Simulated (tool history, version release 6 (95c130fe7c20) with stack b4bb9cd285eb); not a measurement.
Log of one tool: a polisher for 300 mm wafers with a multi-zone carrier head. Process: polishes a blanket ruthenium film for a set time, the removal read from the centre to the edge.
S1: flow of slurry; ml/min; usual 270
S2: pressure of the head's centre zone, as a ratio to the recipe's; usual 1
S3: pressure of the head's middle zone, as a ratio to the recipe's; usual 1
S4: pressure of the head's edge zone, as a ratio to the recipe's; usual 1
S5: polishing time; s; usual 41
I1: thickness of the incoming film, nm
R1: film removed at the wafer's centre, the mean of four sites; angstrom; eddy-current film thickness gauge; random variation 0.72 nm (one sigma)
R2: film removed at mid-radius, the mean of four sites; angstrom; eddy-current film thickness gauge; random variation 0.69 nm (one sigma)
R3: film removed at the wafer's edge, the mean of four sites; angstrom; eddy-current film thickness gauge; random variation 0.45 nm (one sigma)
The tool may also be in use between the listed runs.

| run | day | S1 | S2 | S3 | S4 | S5 | I1 | R1 | R2 | R3 |
|---|---|---|---|---|---|---|---|---|---|---|
| 1 | 0 | 270 | 1 | 1 | 1.05 | 41 | 405.7 | 470 | 453 | 462 |
| 2 | 0.588 | 270 | 1 | 0.94 | 1 | 41 | 402.8 | 453 | 422 | 448 |
| 3 | 1.067 | 210 | 1.09 | 0.94 | 1.09 | 41 | 392.6 | 475 | 398 | 451 |
| 4 | 1.575 | 195 | 1 | 1 | 1 | 41 | 400.7 | 419 | 412 | 418 |
| 5 | 2.196 | 270 | 1.11 | 1.12 | 1 | 41 | 396.6 | 466 | 469 | 411 |
|  | 2.825 | worn pad replaced by a new one |
| 6 | 2.846 | 245 | 0.93 | 1.1 | 1 | 33 | 397.5 | 363 | 400 | 370 |
| 7 | 3.275 | 350 | 1 | 1 | 1 | 41 | 400.7 | 496 | 473 | 482 |
| 8 | 3.733 | 350 | 1 | 1 | 1.09 | 35 | 404.7 | 423 | 407 | 420 |
| 9 | 4.054 | 270 | 1.06 | 1.1 | 1 | 41 | 393.4 | 487 | 490 | 467 |
| 10 | 4.442 | 270 | 1 | 1 | 1 | 41 | 406.4 | 484 | 451 | 468 |
| 11 | 5.054 | 270 | 1 | 1 | 1 | 41 | 399.1 | 478 | 449 | 461 |
| 12 | 5.567 | 270 | 0.96 | 1 | 1 | 41 | 403 | 458 | 456 | 452 |
| 13 | 6.304 | 355 | 1 | 1.04 | 1 | 41 | 405.5 | 464 | 470 | 451 |
| 14 | 6.633 | 270 | 1 | 1 | 1 | 41 | 401.2 | 455 | 435 | 432 |
| 15 | 7.242 | 270 | 1 | 1.07 | 1 | 34 | 397.4 | 375 | 381 | 358 |
| 16 | 7.817 | 270 | 1 | 1 | 0.93 | 41 | 403.2 | 435 | 425 | 403 |
|  | 8.117 | worn pad replaced by a new one |
| 17 | 8.512 | 330 | 0.9 | 1 | 1 | 33 | 396.9 | 375 | 402 | 387 |
| 18 | 9.104 | 270 | 1 | 1 | 0.89 | 36 | 400.2 | 425 | 418 | 392 |
| 19 | 9.654 | 365 | 1 | 1 | 1 | 41 | 402.7 | 498 | 478 | 481 |
| 20 | 11.646 | 270 | 1 | 1 | 1 | 41 | 397.2 | 462 | 453 | 452 |
| 21 | 12.308 | 270 | 1 | 1 | 1 | 41 | 406.9 | 468 | 429 | 439 |
| 22 | 12.604 | 270 | 1 | 1 | 1 | 41 | 404 | 451 | 433 | 430 |

Forecast each of these 5 alternatives for the next run:
| A | 12.621 | 270 | 1 | 1.07 | 1 | 41 | 396.2 | ? | ? | ? |
| B | 12.621 | 200 | 0.94 | 1.1 | 0.94 | 41 | 396.2 | ? | ? | ? |
| C | 12.621 | 270 | 0.9 | 0.88 | 0.89 | 30 | 396.2 | ? | ? | ? |
| D | 12.621 | 270 | 1.05 | 1 | 1 | 27 | 396.2 | ? | ? | ? |
| E | 12.621 | 270 | 0.91 | 1 | 1.08 | 41 | 396.2 | ? | ? | ? |

| run | R1 | R2 | R3 |
|---|---|---|---|
| A | 468 | 466 | 437 |
| B | 430 | 460 | 412 |
| C | 318 | 290 | 303 |
| D | 319 | 290 | 288 |
| E | 438 | 440 | 454 |
Without the tool's hidden state the same runs would have given:
| run | R1 | R2 | R3 |
|---|---|---|---|
| A | 511 | 509 | 477 |
| B | 469 | 502 | 450 |
| C | 347 | 316 | 331 |
| D | 348 | 316 | 314 |
| E | 478 | 481 | 495 |
